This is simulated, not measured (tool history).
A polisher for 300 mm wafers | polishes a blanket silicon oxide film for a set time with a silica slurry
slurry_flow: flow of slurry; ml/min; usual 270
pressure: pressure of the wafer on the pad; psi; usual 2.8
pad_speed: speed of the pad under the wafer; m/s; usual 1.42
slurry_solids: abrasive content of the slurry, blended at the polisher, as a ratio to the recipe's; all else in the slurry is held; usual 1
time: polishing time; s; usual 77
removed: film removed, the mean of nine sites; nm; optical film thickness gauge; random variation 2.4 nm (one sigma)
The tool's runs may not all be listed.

| run | day | slurry_flow | pressure | pad_speed | slurry_solids | time | incoming thickness of the incoming film, nm | removed |
|---|---|---|---|---|---|---|---|---|
| 1 | 0 | 270 | 2.2 | 1.42 | 1 | 77 | 1038.1 | 160.4 |
| 2 | 1.179 | 270 | 2.8 | 1.08 | 1 | 68 | 1069.5 | 145.2 |
|  | 1.683 | slurry blender recalibrated |
| 3 | 3.346 | 270 | 2.8 | 1.42 | 1 | 77 | 1055.2 | 201.9 |
|  | 4.7 | head pressure recalibrated |
| 4 | 5.125 | 270 | 2.8 | 1.42 | 1 | 77 | 1055.1 | 201.3 |
|  | 10.038 | worn pad replaced by a new one |
|  | 11.083 | slurry nozzle cleaned |
| 5 | 12.925 | 270 | 2.8 | 1.42 | 1 | 77 | 1066.4 | 201.2 |
| 6 | 14.321 | 270 | 2.8 | 1.42 | 1 | 77 | 1053.4 | 203.7 |
|  | 14.667 | conditioning disc replaced and pad reconditioned |
|  | 15.358 | slurry blender recalibrated |
| 7 | 15.733 | 270 | 2.8 | 1.42 | 1 | 77 | 1054.1 | 201.5 |
| 8 | 18.15 | 270 | 2.8 | 1.42 | 1 | 77 | 1057.7 | 201.5 |
| 9 | 20.825 | 270 | 2.8 | 1.42 | 1 | 77 | 1054.9 | 201.3 |
| 10 | 22.862 | 270 | 2.8 | 1.56 | 1 | 68 | 1050 | 188.3 |
| 11 | 23.871 | 270 | 2.8 | 1.42 | 1 | 77 | 1062.3 | 194.3 |
|  | 24.175 | worn pad replaced by a new one |
| 12 | 25.958 | 340 | 3.8 | 1.78 | 1 | 53 | 1060.8 | 228.6 |
| 13 | 27.05 | 195 | 2.8 | 1.24 | 1 | 77 | 1042.6 | 175.3 |
|  | 28.825 | slurry blender recalibrated |
| 14 | 28.846 | 335 | 2.8 | 1.42 | 1 | 77 | 1055.5 | 203.9 |
| 15 | 29.933 | 270 | 2.8 | 1.42 | 1 | 77 | 1056.6 | 199.5 |
| 16 | 32.5 | 270 | 2.8 | 1.42 | 1 | 77 | 1058.3 | 205.2 |
|  | 32.692 | conditioning disc replaced and pad reconditioned |
| 17 | 34.533 | 270 | 2 | 1.42 | 1 | 100 | 1069.7 | 192.9 |
|  | 34.896 | head pressure recalibrated |
|  | 37.183 | worn pad replaced by a new one |
| 18 | 37.254 | 270 | 3.3 | 1.58 | 1 | 77 | 1052.5 | 253.1 |
| 19 | 38.321 | 190 | 1.8 | 1.84 | 1 | 77 | 1054.5 | 158 |
| 20 | 39.371 | 305 | 2.2 | 1.42 | 1 | 91 | 1042.6 | 191.7 |
| 21 | 41.067 | 190 | 2.4 | 1.42 | 1 | 77 | 1079.6 | 166.5 |
|  | 42.067 | slurry blender recalibrated |
| 22 | 42.225 | 270 | 1.9 | 1.74 | 1 | 77 | 1066.6 | 166.7 |
| 23 | 44.525 | 270 | 2.8 | 1.42 | 1 | 77 | 1057.6 | 197.7 |
| 24 | 45.633 | 300 | 2.8 | 1.42 | 0.85 | 58 | 1064.2 | 142.7 |
|  | 46.304 | slurry nozzle cleaned |
| 25 | 48.621 | 270 | 2.8 | 1.42 | 1 | 77 | 1069.7 | 201.3 |
|  | 50.396 | worn pad replaced by a new one |
| 26 | 50.562 | 270 | 2.8 | 1.42 | 1 | 77 | 1046.2 | 204.3 |

What the log doesn't show, run by run:
removal rate lost through wear of the pad, %: 0 in every run
slurry flow missing at the pad, %: 0 in every run
deviation of the head's pressure from its setpoint, %: 0 in every run
abrasive missing from the slurry, %: 0 in every run
time polished since the conditioner stopped cutting, s: 0 in every run
